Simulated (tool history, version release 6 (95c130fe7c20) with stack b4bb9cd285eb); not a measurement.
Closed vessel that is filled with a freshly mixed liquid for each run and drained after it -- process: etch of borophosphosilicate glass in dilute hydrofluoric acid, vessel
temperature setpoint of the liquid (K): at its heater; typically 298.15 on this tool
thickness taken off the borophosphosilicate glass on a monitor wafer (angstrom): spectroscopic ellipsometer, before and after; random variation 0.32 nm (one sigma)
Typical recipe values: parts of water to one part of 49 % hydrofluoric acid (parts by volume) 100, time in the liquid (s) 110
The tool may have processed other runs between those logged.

run    hour  temperature setpoint of the liquid (K)  parts of water to one part of 49 % hydrofluoric acid (parts by volume)  time in the liquid (s)  read-back film thickness of the borophosphosilicate glass reference wafer, read on the same gauge (nm)  thickness taken off the borophosphosilicate glass on a monitor wafer (angstrom)
  1       0                                  298.15                                                                     100                     110                                                                                                  109.98                                                                              483
  2    73.5                                  298.15                                                                     100                     110                                                                                                  110.02                                                                            485.2
  3   163.7                                  298.15                                                                     120                     110                                                                                                  109.99                                                                              397
  4   208.3                                  298.15                                                                     120                     110                                                                                                     110                                                                            367.1
  5     378                                  298.15                                                                     100                     110                                                                                                  109.97                                                                            461.6
  6   469.6                                  298.15                                                                     100                     110                                                                                                  109.97                                                                              473
  7   514.1                                  298.15                                                                     100                     110                                                                                                  110.04                                                                            468.8
  8   584.9                                  298.15                                                                     100                     110                                                                                                  109.99                                                                            471.8
  9   633.5                                  298.15                                                                     100                     150                                                                                                     110                                                                            657.6
 10   680.7                                  300.65                                                                     100                     175                                                                                                  109.98                                                                              853
 11   935.4                                  298.15                                                                     100                     110                                                                                                  110.03                                                                            452.4
 12  1019.1                                  298.15                                                                     100                     110                                                                                                     110                                                                            461.4
 13  1114.2                                  303.15                                                                     100                     110                                                                                                  110.02                                                                            558.1
 14  1189.3                                  303.15                                                                     100                     110                                                                                                  110.03                                                                            565.5
 15  1243.6                                  294.65                                                                     130                     150                                                                                                  109.97                                                                            419.6
 16  1293.1                                  294.65                                                                     100                      90                                                                                                     110                                                                            334.8
 17  1336.2                                  293.65                                                                     140                     155                                                                                                  109.99                                                                            382.9
 18  1381.1                                  294.65                                                                     135                     110                                                                                                  110.01                                                                            295.3
 19  1453.8                                  293.65                                                                     100                     150                                                                                                  109.97                                                                            555.8

Withheld: 4 entries from between the runs. Position of each, and hidden state at the listed run before versus the listed run after:
Logged between run 3 and run 4: hydrofluoric acid flow meter replaced (hour 193)
  hydrofluoric acid flow above the setpoint (%): 8.93 -> 0.728
  the result without the hidden state subtracted from the measured one, thickness taken off the borophosphosilicate glass on a monitor wafer (angstrom): +37 -> +3.1
Logged between run 9 and run 10: thermometer replaced (hour 637.1)
  hydrofluoric acid flow above the setpoint (%): 6.63 -> 7.28
  the result without the hidden state subtracted from the measured one, thickness taken off the borophosphosilicate glass on a monitor wafer (angstrom): +45.7 -> +65.1
Logged between run 10 and run 11: hydrofluoric acid flow meter replaced (hour 920.4)
  hydrofluoric acid flow above the setpoint (%): 7.28 -> 0.94
  the result without the hidden state subtracted from the measured one, thickness taken off the borophosphosilicate glass on a monitor wafer (angstrom): +65.1 -> +4.7
Logged between run 13 and run 14: gauge calibrated (hour 1138.8)
  hydrofluoric acid flow above the setpoint (%): 3.42 -> 4.46
  the result without the hidden state subtracted from the measured one, thickness taken off the borophosphosilicate glass on a monitor wafer (angstrom): +21 -> +27.5
